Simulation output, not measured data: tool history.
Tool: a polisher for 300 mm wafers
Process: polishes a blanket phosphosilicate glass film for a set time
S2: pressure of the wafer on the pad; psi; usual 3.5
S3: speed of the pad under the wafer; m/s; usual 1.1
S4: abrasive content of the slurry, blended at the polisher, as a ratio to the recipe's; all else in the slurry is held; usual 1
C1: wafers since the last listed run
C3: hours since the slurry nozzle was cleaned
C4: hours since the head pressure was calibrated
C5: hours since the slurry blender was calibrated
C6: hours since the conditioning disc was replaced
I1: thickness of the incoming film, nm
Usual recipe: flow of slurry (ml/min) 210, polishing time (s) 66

{"run": 1, "day": 0.0, "flow of slurry (ml/min)": 225, "S2": 3.5, "S3": 1.1, "S4": 1, "polishing time (s)": 72, "C1": 0, "wafers polished on this pad": 558, "C3": 757.8, "C4": 781.7, "C5": 246, "C6": 3, "I1": 2376.8, "film removed (nm)": 640.5}
{"day": 0.371, "done": "slurry nozzle cleaned"}
{"run": 2, "day": 2.296, "flow of slurry (ml/min)": 225, "S2": 3.5, "S3": 1.1, "S4": 1, "polishing time (s)": 72, "C1": 397, "wafers polished on this pad": 955, "C3": 46.2, "C4": 836.8, "C5": 301.1, "C6": 58.1, "I1": 2357.8, "film removed (nm)": 636.2}
{"run": 3, "day": 4.871, "flow of slurry (ml/min)": 225, "S2": 3.5, "S3": 1.1, "S4": 1, "polishing time (s)": 72, "C1": 454, "wafers polished on this pad": 1410, "C3": 108, "C4": 898.6, "C5": 362.9, "C6": 119.9, "I1": 2411, "film removed (nm)": 623.7}
{"run": 4, "day": 6.821, "flow of slurry (ml/min)": 210, "S2": 3.5, "S3": 1.1, "S4": 1, "polishing time (s)": 54, "C1": 344, "wafers polished on this pad": 1754, "C3": 154.8, "C4": 945.4, "C5": 409.7, "C6": 166.7, "I1": 2366.7, "film removed (nm)": 459.3}
{"run": 5, "day": 8.012, "flow of slurry (ml/min)": 210, "S2": 3.5, "S3": 1.1, "S4": 1, "polishing time (s)": 66, "C1": 210, "wafers polished on this pad": 1964, "C3": 183.4, "C4": 974, "C5": 438.3, "C6": 195.3, "I1": 2415.8, "film removed (nm)": 564.5}
{"day": 8.779, "done": "slurry blender recalibrated"}
{"run": 6, "day": 10.921, "flow of slurry (ml/min)": 210, "S2": 3.5, "S3": 1.1, "S4": 1, "polishing time (s)": 66, "C1": 498, "wafers polished on this pad": 2462, "C3": 253.2, "C4": 1043.8, "C5": 51.4, "C6": 265.1, "I1": 2365.9, "film removed (nm)": 603.7}
{"day": 11.496, "done": "worn pad replaced by a new one"}
{"run": 7, "day": 12.158, "flow of slurry (ml/min)": 210, "S2": 3.5, "S3": 1.1, "S4": 1, "polishing time (s)": 66, "C1": 188, "wafers polished on this pad": 116, "C3": 282.9, "C4": 1073.5, "C5": 81.1, "C6": 294.8, "I1": 2408.4, "film removed (nm)": 605.6}
{"day": 13.133, "done": "conditioning disc replaced and pad reconditioned"}
{"run": 8, "day": 13.271, "flow of slurry (ml/min)": 210, "S2": 2.9, "S3": 1.1, "S4": 1, "polishing time (s)": 66, "C1": 181, "wafers polished on this pad": 298, "C3": 309.6, "C4": 1100.2, "C5": 107.8, "C6": 3.3, "I1": 2337.2, "film removed (nm)": 493.2}
{"run": 9, "day": 14.742, "flow of slurry (ml/min)": 225, "S2": 3.5, "S3": 1.1, "S4": 1, "polishing time (s)": 72, "C1": 259, "wafers polished on this pad": 557, "C3": 344.9, "C4": 1135.5, "C5": 143.1, "C6": 38.6, "I1": 2375.3, "film removed (nm)": 656.6}
{"run": 10, "day": 17.3, "flow of slurry (ml/min)": 210, "S2": 3.5, "S3": 1.1, "S4": 0.7, "polishing time (s)": 66, "C1": 451, "wafers polished on this pad": 1009, "C3": 406.3, "C4": 1196.9, "C5": 204.5, "C6": 100, "I1": 2356.4, "film removed (nm)": 474.9}
{"day": 18.262, "done": "head pressure recalibrated"}
{"run": 11, "day": 24.417, "flow of slurry (ml/min)": 210, "S2": 4, "S3": 1.1, "S4": 1, "polishing time (s)": 89, "C1": 1240, "wafers polished on this pad": 2249, "C3": 577.1, "C4": 147.7, "C5": 375.3, "C6": 270.8, "I1": 2402.9, "film removed (nm)": 877.1}
{"day": 26.975, "done": "conditioning disc replaced and pad reconditioned"}
{"run": 12, "day": 27.329, "flow of slurry (ml/min)": 160, "S2": 3.5, "S3": 1.02, "S4": 1, "polishing time (s)": 66, "C1": 499, "wafers polished on this pad": 2749, "C3": 647, "C4": 217.6, "C5": 445.2, "C6": 8.5, "I1": 2369.9, "film removed (nm)": 517.6}
{"day": 27.65, "done": "slurry blender recalibrated"}
{"day": 28.158, "done": "worn pad replaced by a new one"}
{"run": 13, "day": 28.742, "flow of slurry (ml/min)": 210, "S2": 3.5, "S3": 1.1, "S4": 1, "polishing time (s)": 51, "C1": 205, "wafers polished on this pad": 103, "C3": 680.9, "C4": 251.5, "C5": 26.2, "C6": 42.4, "I1": 2367, "film removed (nm)": 468.9}

Run 14 is up next; what results do you expect?
{"run": 14, "day": 30.15, "flow of slurry (ml/min)": 245, "S2": 2.9, "S3": 1.1, "S4": 1, "polishing time (s)": 66, "C1": 248, "wafers polished on this pad": 351, "C3": 714.7, "C4": 285.3, "C5": 60, "C6": 76.2, "I1": 2351.6, "film removed (nm)": "?"}

{"run 14": {"film removed (nm)": 509.3}}
With no hidden state in the tool, this same run would have given film removed (nm) 516.1.
